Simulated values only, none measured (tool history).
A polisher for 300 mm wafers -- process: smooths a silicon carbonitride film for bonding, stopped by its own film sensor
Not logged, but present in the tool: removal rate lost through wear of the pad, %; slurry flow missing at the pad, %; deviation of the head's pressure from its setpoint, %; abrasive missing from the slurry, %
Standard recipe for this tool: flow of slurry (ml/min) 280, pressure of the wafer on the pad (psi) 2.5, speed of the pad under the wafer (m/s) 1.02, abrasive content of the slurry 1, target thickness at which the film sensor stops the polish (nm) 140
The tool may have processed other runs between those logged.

| run | day | flow of slurry (ml/min) | pressure of the wafer on the pad (psi) | speed of the pad under the wafer (m/s) | abrasive content of the slurry | target thickness at which the film sensor stops the polish (nm) | wafers since the last listed run | wafers polished on this pad | hours since the slurry nozzle was cleaned | hours since the head pressure was calibrated | hours since the slurry blender was calibrated | incoming thickness of the incoming film, nm | time until the film sensor stopped the polish (s) |
|---|---|---|---|---|---|---|---|---|---|---|---|---|---|
| 1 | 0 | 280 | 2.5 | 1.02 | 1 | 140 | 0 | 3248 | 349.7 | 262.6 | 89.3 | 167.1 | 110.7 |
|  | 1.383 | worn pad replaced by a new one |
| 2 | 3.071 | 280 | 2.5 | 1.02 | 1 | 140 | 651 | 378 | 423.4 | 336.3 | 163 | 170.1 | 122.1 |
|  | 4.996 | slurry nozzle cleaned |
| 3 | 6.867 | 280 | 1.9 | 1.02 | 1.2 | 140 | 841 | 1220 | 44.9 | 427.4 | 254.1 | 170.4 | 136 |
| 4 | 10.729 | 280 | 1.9 | 1.02 | 1.2 | 140 | 866 | 2086 | 137.6 | 520.1 | 346.8 | 169 | 131.6 |
|  | 13.912 | slurry blender recalibrated |
| 5 | 14.271 | 280 | 1.9 | 1.02 | 1.2 | 140 | 775 | 2861 | 222.6 | 605.1 | 8.6 | 166.6 | 121.3 |
| 6 | 18.204 | 280 | 2.5 | 1.02 | 1 | 133 | 881 | 3743 | 317 | 699.5 | 103 | 168.8 | 145.6 |
|  | 20.508 | worn pad replaced by a new one |
| 7 | 21.454 | 280 | 2.5 | 1.02 | 1 | 133 | 691 | 212 | 395 | 777.5 | 181 | 169.6 | 144.2 |
|  | 21.633 | slurry nozzle cleaned |
| 8 | 23.167 | 280 | 2.5 | 1.02 | 0.85 | 140 | 374 | 586 | 36.8 | 818.6 | 222.1 | 172.2 | 141.2 |
| 9 | 25.217 | 280 | 2.5 | 1.02 | 0.8 | 140 | 459 | 1046 | 86 | 867.8 | 271.3 | 170.2 | 138.2 |
| 10 | 27.379 | 280 | 2.5 | 1.02 | 0.8 | 140 | 484 | 1531 | 137.9 | 919.7 | 323.2 | 171.6 | 148.8 |
|  | 29.171 | head pressure recalibrated |
|  | 29.425 | slurry blender recalibrated |
| 11 | 31.542 | 280 | 2.5 | 1.02 | 1 | 136 | 895 | 2427 | 237.8 | 56.9 | 50.8 | 172.1 | 145.6 |
| 12 | 33.046 | 280 | 2.5 | 1.02 | 1 | 136 | 337 | 2764 | 273.9 | 93 | 86.9 | 169 | 133.5 |
| 13 | 36.392 | 280 | 2.5 | 1.02 | 1 | 136 | 750 | 3514 | 354.2 | 173.3 | 167.2 | 167.6 | 129.6 |
|  | 38.271 | worn pad replaced by a new one |
|  | 41.758 | slurry nozzle cleaned |
| 14 | 43.283 | 280 | 2 | 1.02 | 1 | 140 | 1498 | 1114 | 36.6 | 338.7 | 332.6 | 169.4 | 139.1 |
|  | 44.912 | slurry blender recalibrated |
| 15 | 52.546 | 280 | 2 | 1.02 | 1 | 148 | 2058 | 3172 | 258.9 | 561 | 183.2 | 167.5 | 95.9 |
|  | 53.662 | worn pad replaced by a new one |
| 16 | 54.867 | 280 | 2.5 | 1.02 | 1 | 140 | 482 | 269 | 314.6 | 616.7 | 238.9 | 173.4 | 131 |
| 17 | 56.862 | 280 | 2.5 | 1.14 | 1 | 149 | 447 | 717 | 362.5 | 664.6 | 286.8 | 171.7 | 83.3 |
| 18 | 58.462 | 280 | 2.5 | 1.02 | 1.15 | 140 | 358 | 1075 | 400.9 | 703 | 325.2 | 171.1 | 115.7 |
|  | 61.429 | slurry nozzle cleaned |
| 19 | 62.183 | 200 | 2.5 | 1.02 | 1 | 140 | 824 | 1900 | 18.1 | 792.3 | 414.5 | 170.2 | 123.6 |
|  | 63.846 | slurry blender recalibrated |
| 20 | 66.183 | 280 | 2.8 | 1.02 | 1 | 140 | 878 | 2778 | 114.1 | 888.3 | 56.1 | 168.9 | 105.3 |
|  | 67.933 | head pressure recalibrated |
| 21 | 69.054 | 280 | 2.5 | 1.02 | 1 | 140 | 624 | 3403 | 183 | 26.9 | 125 | 168.1 | 112.8 |
|  | 71.317 | worn pad replaced by a new one |
| 22 | 71.746 | 280 | 2.5 | 1.02 | 1.2 | 140 | 566 | 95 | 247.6 | 91.5 | 189.6 | 169.2 | 101.4 |
| 23 | 73.312 | 280 | 2.8 | 1.02 | 0.9 | 140 | 351 | 447 | 285.2 | 129.1 | 227.2 | 169.6 | 113.9 |
| 24 | 76.417 | 365 | 2.5 | 0.88 | 1 | 140 | 695 | 1143 | 359.7 | 203.6 | 301.7 | 169.7 | 131.1 |
|  | 79.017 | slurry blender recalibrated |
| 25 | 80.038 | 280 | 1.8 | 0.74 | 1.2 | 145 | 793 | 1936 | 446.6 | 290.5 | 24.5 | 171 | 165.7 |
|  | 80.838 | slurry nozzle cleaned |
| 26 | 82.975 | 280 | 2.5 | 1.02 | 1 | 140 | 649 | 2585 | 51.3 | 361 | 95 | 171.6 | 128.8 |
| 27 | 86.621 | 280 | 2.9 | 1.02 | 1.25 | 140 | 817 | 3403 | 138.8 | 448.5 | 182.5 | 167.2 | 85.8 |
| 28 | 88.658 | 200 | 2.5 | 1.02 | 1 | 140 | 456 | 3859 | 187.7 | 497.4 | 231.4 | 169.1 | 125.6 |

What if the next run were any one of these 3? Each begins from the tool's condition after run 28:
| A | 88.679 | 195 | 2.5 | 1.02 | 1 | 140 | 4 | 3864 | 188.2 | 497.9 | 231.9 | 169.4 | ? |
| B | 88.679 | 280 | 2.5 | 0.78 | 1 | 140 | 4 | 3864 | 188.2 | 497.9 | 231.9 | 169.4 | ? |
| C | 88.679 | 230 | 2.5 | 1.02 | 1.25 | 140 | 4 | 3864 | 188.2 | 497.9 | 231.9 | 169.4 | ? |

| run | time until the film sensor stopped the polish (s) |
|---|---|
| A | 124.8 |
| B | 145.8 |
| C | 107 |
What these runs would have given with no unlogged condition in the tool:
| run | time until the film sensor stopped the polish (s) |
|---|---|
| A | 115.5 |
| B | 136.5 |
| C | 99.6 |

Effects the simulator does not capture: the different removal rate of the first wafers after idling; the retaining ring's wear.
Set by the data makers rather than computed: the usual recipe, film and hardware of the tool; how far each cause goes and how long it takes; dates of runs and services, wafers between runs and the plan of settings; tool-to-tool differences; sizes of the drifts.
